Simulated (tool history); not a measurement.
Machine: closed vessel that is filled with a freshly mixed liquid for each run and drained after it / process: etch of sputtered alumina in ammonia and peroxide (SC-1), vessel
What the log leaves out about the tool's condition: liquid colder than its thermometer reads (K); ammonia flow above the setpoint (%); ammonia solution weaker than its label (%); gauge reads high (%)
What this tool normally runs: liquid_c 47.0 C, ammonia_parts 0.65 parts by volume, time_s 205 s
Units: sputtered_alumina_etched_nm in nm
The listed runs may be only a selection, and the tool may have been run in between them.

run    hour  liquid_c  ammonia_parts  time_s  wafers since the last listed run  hours since the thermometer was replaced  hours since the ammonia flow meter was replaced  hours since the drum of ammonia solution was connected  hours since the gauge calibration  read-back film thickness of the sputtered alumina reference wafer, read on the same gauge (nm)  sputtered_alumina_etched_nm
  1     0.0      47.0           0.45     205                                 0                                    1021.4                                            789.6                                                   405.1                             1388.2                                                                                           80.02                         6.56
  2   153.0      47.0           0.45     205                             17843                                    1174.4                                            942.6                                                   558.1                             1541.2                                                                                           80.04                         6.55
  3   218.3      47.0           0.45     205                              7615                                    1239.7                                           1007.9                                                   623.4                             1606.5                                                                                           80.00                         6.57
  4   255.8      41.0           0.65     205                              4373                                    1277.2                                           1045.4                                                   660.9                             1644.0                                                                                           80.00                         4.81
  5   307.2      47.0           0.65     205                              5994                                    1328.6                                           1096.8                                                   712.3                             1695.4                                                                                           79.99                         6.79
  6   368.4      47.0           0.75     205                              7137                                    1389.8                                           1158.0                                                   773.5                             1756.6                                                                                           79.98                         6.86
  7   445.8      47.0           0.75     205                              9026                                    1467.2                                           1235.4                                                   850.9                             1834.0                                                                                           79.97                         6.85
  8   521.7      47.0           0.65     230                              8851                                    1543.1                                           1311.3                                                   926.8                             1909.9                                                                                           79.99                         7.57
      579.1  -- new drum of ammonia solution connected
  9   580.4      47.0           0.65     230                              6729                                    1601.8                                           1370.0                                                     1.3                             1968.6                                                                                           80.00                         7.71
 10   621.9      47.0           0.75     240                              4839                                    1643.3                                           1411.5                                                    42.8                             2010.1                                                                                           79.97                         8.13
 11   688.8      47.0           0.65     205                              7802                                    1710.2                                           1478.4                                                   109.7                             2077.0                                                                                           79.97                         6.85
 12   776.9      47.0           0.40     205                             10274                                    1798.3                                           1566.5                                                   197.8                             2165.1                                                                                           80.03                         6.55
      857.3  -- ammonia flow meter replaced
 13   858.4      38.5           0.40     300                              9388                                    1879.8                                              1.1                                                   279.3                             2246.6                                                                                           79.99                         5.79
      911.0  -- thermometer replaced
 14   930.1      38.0           0.95     170                              8245                                      19.1                                             72.8                                                   351.0                             2318.3                                                                                           80.04                         3.46
     1002.9  -- gauge calibrated
 15  1007.7      51.5           0.65     315                              9050                                      96.7                                            150.4                                                   428.6                                4.8                                                                                           80.02                        13.33
 16  1085.7      47.0           0.65     205                              9096                                     174.7                                            228.4                                                   506.6                               82.8                                                                                           79.98                         6.76
 17  1176.8      47.0           0.90     245                             10624                                     265.8                                            319.5                                                   597.7                              173.9                                                                                           80.00                         8.34
 18  1309.5      41.0           0.50     285                             15476                                     398.5                                            452.2                                                   730.4                              306.6                                                                                           80.01                         6.52
 19  1348.7      54.5           0.45     205                              4571                                     437.7                                            491.4                                                   769.6                              345.8                                                                                           80.00                         9.87
 20  1427.0      38.5           0.65     205                              9131                                     516.0                                            569.7                                                   847.9                              424.1                                                                                           79.97                         4.13
 21  1466.6      56.5           0.35     165                              4618                                     555.6                                            609.3                                                   887.5                              463.7                                                                                           80.02                         8.56
 22  1541.0      47.0           0.65     205                              8676                                     630.0                                            683.7                                                   961.9                              538.1                                                                                           80.04                         6.74
     1571.4  -- new drum of ammonia solution connected
 23  1642.6      47.0           0.65     205                             11732                                     731.6                                            785.3                                                    71.2                              639.7                                                                                           80.06                         6.83
 24  1747.3      44.5           0.45     275                             12210                                     836.3                                            890.0                                                   175.9                              744.4                                                                                           80.01                         7.69
 25  1846.7      55.0           0.90     205                             11592                                     935.7                                            989.4                                                   275.3                              843.8                                                                                           79.98                        10.93
 26  1915.5      51.5           0.45     250                              8023                                    1004.5                                           1058.2                                                   344.1                              912.6                                                                                           80.03                        10.28
 27  1997.8      56.0           0.40     240                              9598                                    1086.8                                           1140.5                                                   426.4                              994.9                                                                                           80.01                        12.48

Forecast each of these 5 alternatives for the next run:
  A  1998.5      47.0           0.65     205                                81                                    1087.5                                           1141.2                                                   427.1                              995.6                                                                                               ?                            ?
  B  1998.5      38.0           0.65     205                                81                                    1087.5                                           1141.2                                                   427.1                              995.6                                                                                               ?                            ?
  C  1998.5      56.0           0.45     135                                81                                    1087.5                                           1141.2                                                   427.1                              995.6                                                                                               ?                            ?
  D  1998.5      47.0           0.45     280                                81                                    1087.5                                           1141.2                                                   427.1                              995.6                                                                                               ?                            ?
  E  1998.5      53.0           0.45     325                                81                                    1087.5                                           1141.2                                                   427.1                              995.6                                                                                               ?                            ?

run  read-back film thickness of the sputtered alumina reference wafer, read on the same gauge (nm)  sputtered_alumina_etched_nm
  A                                                                                           80.02                         6.81
  B                                                                                           80.02                         4.04
  C                                                                                           80.02                         7.07
  D                                                                                           80.02                         8.98
  E                                                                                           80.02                        14.50
With no hidden state in the tool, these same runs would have given:
run  sputtered_alumina_etched_nm
  A                         6.79
  B                         4.03
  C                         7.05
  D                         8.96
  E                        14.46
